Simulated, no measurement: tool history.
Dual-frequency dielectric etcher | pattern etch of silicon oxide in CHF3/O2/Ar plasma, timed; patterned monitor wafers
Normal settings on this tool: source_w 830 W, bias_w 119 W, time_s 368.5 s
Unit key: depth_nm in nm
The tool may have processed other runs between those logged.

| run | hour | source_w | bias_w | time_s | wafers since the last listed run | hours since the last wet clean | hours since the last source power generator calibration | hours since the last bias power generator calibration | hours since the last upper electrode change | hours since the gauge calibration | read-back reference wafer on the same gauge, depth_nm | depth_nm |
|---|---|---|---|---|---|---|---|---|---|---|---|---|
| 1 | 0 | 830 | 119 | 368.5 | 0 | 735.3 | 1632.7 | 1812.2 | 3096.1 | 3971.3 | 808.6 | 768.3 |
|  | 27.8 | wet clean of the chamber |
|  | 34.9 | gauge calibrated |
| 2 | 56.8 | 830 | 119 | 368.5 | 186 | 29 | 1689.5 | 1869 | 3152.9 | 21.9 | 809.1 | 764.4 |
| 3 | 132.2 | 830 | 119 | 368.5 | 428 | 104.4 | 1764.9 | 1944.4 | 3228.3 | 97.3 | 809.5 | 769.9 |
| 4 | 228.2 | 830 | 119 | 368.5 | 545 | 200.4 | 1860.9 | 2040.4 | 3324.3 | 193.3 | 809.3 | 766.3 |
|  | 286.9 | bias power generator calibrated |
| 5 | 300.4 | 970 | 119 | 368.5 | 387 | 272.6 | 1933.1 | 13.5 | 3396.5 | 265.5 | 809.3 | 799.4 |
| 6 | 406.5 | 830 | 119 | 368.5 | 602 | 378.7 | 2039.2 | 119.6 | 3502.6 | 371.6 | 808.4 | 751.1 |
| 7 | 446.1 | 990 | 119 | 436.5 | 225 | 418.3 | 2078.8 | 159.2 | 3542.2 | 411.2 | 809.6 | 951.1 |
|  | 532.7 | upper electrode replaced |
| 8 | 533.2 | 830 | 134 | 277.5 | 358 | 505.4 | 2165.9 | 246.3 | 0.5 | 498.3 | 809.4 | 593.1 |
| 9 | 593.5 | 710 | 119 | 368.5 | 342 | 565.7 | 2226.2 | 306.6 | 60.8 | 558.6 | 809.7 | 713.5 |
| 10 | 652.1 | 830 | 119 | 437.5 | 332 | 624.3 | 2284.8 | 365.2 | 119.4 | 617.2 | 809.1 | 906.1 |
|  | 755.8 | wet clean of the chamber |
| 11 | 921.2 | 830 | 130 | 314.5 | 1392 | 165.4 | 2553.9 | 634.3 | 388.5 | 886.3 | 809 | 669.8 |
| 12 | 976.5 | 630 | 119 | 328 | 314 | 220.7 | 2609.2 | 689.6 | 443.8 | 941.6 | 810.3 | 613.1 |
| 13 | 1070.2 | 770 | 141 | 440 | 532 | 314.4 | 2702.9 | 783.3 | 537.5 | 1035.3 | 809.4 | 934.7 |
| 14 | 1108.9 | 1030 | 119 | 368.5 | 219 | 353.1 | 2741.6 | 822 | 576.2 | 1074 | 810 | 816.1 |
| 15 | 1169.6 | 830 | 119 | 413.5 | 344 | 413.8 | 2802.3 | 882.7 | 636.9 | 1134.7 | 808 | 839.8 |
| 16 | 1259.7 | 830 | 119 | 368.5 | 511 | 503.9 | 2892.4 | 972.8 | 727 | 1224.8 | 809.1 | 758.5 |
| 17 | 1396 | 660 | 119 | 320.5 | 774 | 640.2 | 3028.7 | 1109.1 | 863.3 | 1361.1 | 808.1 | 606.4 |
| 18 | 1503.6 | 830 | 100 | 368.5 | 611 | 747.8 | 3136.3 | 1216.7 | 970.9 | 1468.7 | 810.2 | 719.1 |
|  | 1578.5 | wet clean of the chamber |
| 19 | 1592.9 | 980 | 119 | 368.5 | 371 | 14.4 | 3225.6 | 1306 | 1060.2 | 1558 | 808.9 | 808.5 |
|  | 1636.2 | source power generator calibrated |
| 20 | 1707.9 | 680 | 136 | 433.5 | 630 | 129.4 | 71.7 | 1421 | 1175.2 | 1673 | 808.8 | 870.7 |
| 21 | 1804.9 | 830 | 119 | 368.5 | 551 | 226.4 | 168.7 | 1518 | 1272.2 | 1770 | 808.5 | 759.3 |
| 22 | 1882.4 | 830 | 119 | 368.5 | 440 | 303.9 | 246.2 | 1595.5 | 1349.7 | 1847.5 | 808.8 | 760.3 |
| 23 | 1923.9 | 830 | 119 | 368.5 | 235 | 345.4 | 287.7 | 1637 | 1391.2 | 1889 | 808.7 | 758.8 |
| 24 | 2002.8 | 830 | 110 | 275 | 448 | 424.3 | 366.6 | 1715.9 | 1470.1 | 1967.9 | 808.5 | 554.8 |
| 25 | 2052.2 | 830 | 119 | 368.5 | 280 | 473.7 | 416 | 1765.3 | 1519.5 | 2017.3 | 809.1 | 761.3 |
| 26 | 2157 | 830 | 119 | 368.5 | 595 | 578.5 | 520.8 | 1870.1 | 1624.3 | 2122.1 | 809.5 | 766.4 |
|  | 2278.5 | wet clean of the chamber |
| 27 | 2460.3 | 830 | 119 | 368.5 | 1587 | 181.8 | 824.1 | 2173.4 | 1927.6 | 2425.4 | 807.7 | 767 |
| 28 | 2512.4 | 830 | 111 | 318.5 | 296 | 233.9 | 876.2 | 2225.5 | 1979.7 | 2477.5 | 808.8 | 646.7 |

Alternative continuations, all from the tool just after run 28; predict every row:
| A | 2512.9 | 830 | 119 | 368.5 | 2 | 234.4 | 876.7 | 2226 | 1980.2 | 2478 | ? | ? |
| B | 2512.9 | 700 | 107 | 410 | 2 | 234.4 | 876.7 | 2226 | 1980.2 | 2478 | ? | ? |
| C | 2512.9 | 830 | 131 | 409.5 | 2 | 234.4 | 876.7 | 2226 | 1980.2 | 2478 | ? | ? |
| D | 2512.9 | 910 | 119 | 420.5 | 2 | 234.4 | 876.7 | 2226 | 1980.2 | 2478 | ? | ? |
| E | 2512.9 | 1020 | 102 | 368.5 | 2 | 234.4 | 876.7 | 2226 | 1980.2 | 2478 | ? | ? |

| run | read-back reference wafer on the same gauge, depth_nm | depth_nm |
|---|---|---|
| A | 808.8 | 758.7 |
| B | 808.8 | 763.2 |
| C | 808.8 | 872.5 |
| D | 808.8 | 896.1 |
| E | 808.8 | 777.4 |
Without the tool's hidden state the same runs would have given:
| run | depth_nm |
|---|---|
| A | 747.7 |
| B | 752.3 |
| C | 859.4 |
| D | 883.2 |
| E | 766.9 |

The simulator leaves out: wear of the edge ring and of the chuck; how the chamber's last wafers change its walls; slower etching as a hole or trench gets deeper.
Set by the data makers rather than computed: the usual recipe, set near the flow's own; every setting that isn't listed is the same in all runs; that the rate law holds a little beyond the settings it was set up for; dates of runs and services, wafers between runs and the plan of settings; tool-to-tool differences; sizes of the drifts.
